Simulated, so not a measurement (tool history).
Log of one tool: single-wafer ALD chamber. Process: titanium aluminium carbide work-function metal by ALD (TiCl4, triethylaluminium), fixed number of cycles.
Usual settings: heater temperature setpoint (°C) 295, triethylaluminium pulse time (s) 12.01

| run | hour | heater temperature setpoint (°C) | triethylaluminium pulse time (s) | wafers since the last listed run | hours since the last thermocouple change | hours since the last triethylaluminium bottle change | hours since the showerhead was replaced | hours since the gauge calibration | read-back reference wafer on the same gauge, thickness_nm | mean film thickness on the monitor wafer (nm) |
|---|---|---|---|---|---|---|---|---|---|---|
| 1 | 0 | 295 | 12.01 | 0 | 771 | 1090 | 2843.9 | 209.6 | 2.581 | 2.23 |
| 2 | 13.3 | 295 | 9.91 | 139 | 784.3 | 1103.3 | 2857.2 | 222.9 | 2.58 | 2.172 |
| 3 | 30.4 | 295 | 9.91 | 179 | 801.4 | 1120.4 | 2874.3 | 240 | 2.58 | 2.167 |
| 4 | 45.6 | 295 | 9.91 | 159 | 816.6 | 1135.6 | 2889.5 | 255.2 | 2.579 | 2.192 |
| 5 | 60.8 | 295 | 12.01 | 159 | 831.8 | 1150.8 | 2904.7 | 270.4 | 2.58 | 2.22 |
| 6 | 93.6 | 295 | 12.01 | 344 | 864.6 | 1183.6 | 2937.5 | 303.2 | 2.58 | 2.225 |
| 7 | 102.1 | 295 | 12.01 | 89 | 873.1 | 1192.1 | 2946 | 311.7 | 2.58 | 2.218 |
| 8 | 116.5 | 286 | 12.01 | 151 | 887.5 | 1206.5 | 2960.4 | 326.1 | 2.58 | 2.132 |
| 9 | 126 | 286 | 12.01 | 99 | 897 | 1216 | 2969.9 | 335.6 | 2.579 | 2.119 |
| 10 | 138.1 | 286 | 12.01 | 127 | 909.1 | 1228.1 | 2982 | 347.7 | 2.58 | 2.125 |
| 11 | 155.6 | 302 | 10.49 | 183 | 926.6 | 1245.6 | 2999.5 | 365.2 | 2.579 | 2.277 |
| 12 | 171.4 | 302 | 10.49 | 165 | 942.4 | 1261.4 | 3015.3 | 381 | 2.581 | 2.276 |
| 13 | 188.9 | 295 | 8.57 | 183 | 959.9 | 1278.9 | 3032.8 | 398.5 | 2.58 | 2.112 |
|  | 211.2 | showerhead replaced |
| 14 | 211.7 | 295 | 8.57 | 155 | 982.7 | 1301.7 | 0.5 | 421.3 | 2.581 | 2.114 |
| 15 | 219.9 | 295 | 8.57 | 86 | 990.9 | 1309.9 | 8.7 | 429.5 | 2.58 | 2.115 |
| 16 | 230.1 | 295 | 12.01 | 107 | 1001.1 | 1320.1 | 18.9 | 439.7 | 2.579 | 2.232 |
|  | 237.8 | gauge calibrated |
| 17 | 247.8 | 295 | 12.01 | 185 | 1018.8 | 1337.8 | 36.6 | 10 | 2.58 | 2.223 |
| 18 | 265.6 | 285 | 9.91 | 186 | 1036.6 | 1355.6 | 54.4 | 27.8 | 2.579 | 2.074 |
| 19 | 282.9 | 282 | 8.33 | 181 | 1053.9 | 1372.9 | 71.7 | 45.1 | 2.58 | 1.966 |
| 20 | 291.7 | 302 | 13.47 | 92 | 1062.7 | 1381.7 | 80.5 | 53.9 | 2.58 | 2.313 |
| 21 | 307.7 | 295 | 12.01 | 168 | 1078.7 | 1397.7 | 96.5 | 69.9 | 2.582 | 2.219 |
| 22 | 317.6 | 280 | 12.01 | 103 | 1088.6 | 1407.6 | 106.4 | 79.8 | 2.581 | 2.073 |
|  | 329.7 | triethylaluminium bottle replaced |
| 23 | 330.8 | 282 | 12.01 | 54 | 1101.8 | 1.1 | 119.6 | 93 | 2.582 | 2.09 |
| 24 | 343.6 | 295 | 12.01 | 134 | 1114.6 | 13.9 | 132.4 | 105.8 | 2.579 | 2.22 |
| 25 | 356.1 | 281 | 15.57 | 131 | 1127.1 | 26.4 | 144.9 | 118.3 | 2.579 | 2.106 |
| 26 | 363.5 | 295 | 10.48 | 77 | 1134.5 | 33.8 | 152.3 | 125.7 | 2.58 | 2.199 |
|  | 372.5 | thermocouple changed; heater temperature recalibrated |
| 27 | 417 | 288 | 16.33 | 477 | 44.5 | 87.3 | 205.8 | 179.2 | 2.582 | 2.171 |
| 28 | 429.5 | 285 | 12.01 | 131 | 57 | 99.8 | 218.3 | 191.7 | 2.579 | 2.121 |
| 29 | 446 | 304 | 10.52 | 173 | 73.5 | 116.3 | 234.8 | 208.2 | 2.579 | 2.291 |
| 30 | 462.3 | 309 | 12.01 | 171 | 89.8 | 132.6 | 251.1 | 224.5 | 2.58 | 2.369 |
| 31 | 471.3 | 295 | 8.89 | 94 | 98.8 | 141.6 | 260.1 | 233.5 | 2.582 | 2.142 |
| 32 | 481 | 287 | 10.21 | 101 | 108.5 | 151.3 | 269.8 | 243.2 | 2.581 | 2.106 |
| 33 | 497.1 | 305 | 14.17 | 169 | 124.6 | 167.4 | 285.9 | 259.3 | 2.581 | 2.352 |
| 34 | 510 | 299 | 8.92 | 135 | 137.5 | 180.3 | 298.8 | 272.2 | 2.58 | 2.181 |

How the hidden state differs across the entries between the runs, from the last listed run before each to the first after it:
Between runs 13 and 14: showerhead replaced (hour 211.2)
  no hidden state differs between the two runs
Between runs 16 and 17: gauge calibrated (hour 237.8)
  no hidden state differs between the two runs
Between runs 22 and 23: triethylaluminium bottle replaced (hour 329.7)
  no hidden state differs between the two runs
Between runs 26 and 27: thermocouple changed; heater temperature recalibrated (hour 372.5)
  no hidden state differs between the two runs
